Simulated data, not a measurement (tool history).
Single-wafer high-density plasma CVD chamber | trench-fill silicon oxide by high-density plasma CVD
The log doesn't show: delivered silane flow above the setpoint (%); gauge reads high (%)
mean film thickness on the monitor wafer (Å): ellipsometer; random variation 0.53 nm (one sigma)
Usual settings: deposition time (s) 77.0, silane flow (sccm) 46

| run | hour | deposition time (s) | silane flow (sccm) | wafers since the last listed run | hours since the silane flow controller was replaced | hours since the gauge calibration | read-back reference wafer on the same gauge, thickness_nm | mean film thickness on the monitor wafer (Å) |
|---|---|---|---|---|---|---|---|---|
| 1 | 0.0 | 77.0 | 40 | 0 | 2393.1 | 64.6 | 392.674 | 3053.27 |
| 2 | 15.4 | 77.0 | 40 | 266 | 2408.5 | 80.0 | 392.918 | 3052.43 |
| 3 | 25.5 | 77.0 | 40 | 174 | 2418.6 | 90.1 | 393.196 | 3059.74 |
| 4 | 41.8 | 71.0 | 46 | 281 | 2434.9 | 106.4 | 393.333 | 3243.57 |
|  | 54.9 | silane flow controller replaced |
| 5 | 55.4 | 71.0 | 46 | 96 | 0.5 | 120.0 | 393.624 | 3245.57 |
|  | 61.5 | gauge calibrated |
| 6 | 67.2 | 86.8 | 46 | 204 | 12.3 | 5.7 | 391.679 | 3951.15 |
| 7 | 82.3 | 86.8 | 46 | 261 | 27.4 | 20.8 | 391.990 | 3959.48 |
| 8 | 88.4 | 87.6 | 41 | 105 | 33.5 | 26.9 | 392.060 | 3553.89 |
| 9 | 102.9 | 82.1 | 46 | 250 | 48.0 | 41.4 | 392.379 | 3737.01 |
| 10 | 120.7 | 85.4 | 46 | 307 | 65.8 | 59.2 | 392.592 | 3891.28 |
| 11 | 127.5 | 82.1 | 46 | 117 | 72.6 | 66.0 | 392.701 | 3745.06 |
| 12 | 137.5 | 62.2 | 50 | 172 | 82.6 | 76.0 | 392.878 | 3080.18 |
| 13 | 157.8 | 71.0 | 46 | 351 | 102.9 | 96.3 | 393.191 | 3231.15 |
| 14 | 164.5 | 87.2 | 41 | 115 | 109.6 | 103.0 | 393.136 | 3540.84 |

What the log doesn't show, run by run:
delivered silane flow above the setpoint (%): 0 in every run
H1: gauge reads high (%)
| run | H1 |
|---|---|
| 1 | 0.2 |
| 2 | 0.261 |
| 3 | 0.302 |
| 4 | 0.367 |
| 5 | 0.421 |
| 6 | -0.0737 |
| 7 | -0.0133 |
| 8 | 0.0111 |
| 9 | 0.0691 |
| 10 | 0.14 |
| 11 | 0.168 |
| 12 | 0.208 |
| 13 | 0.289 |
| 14 | 0.316 |
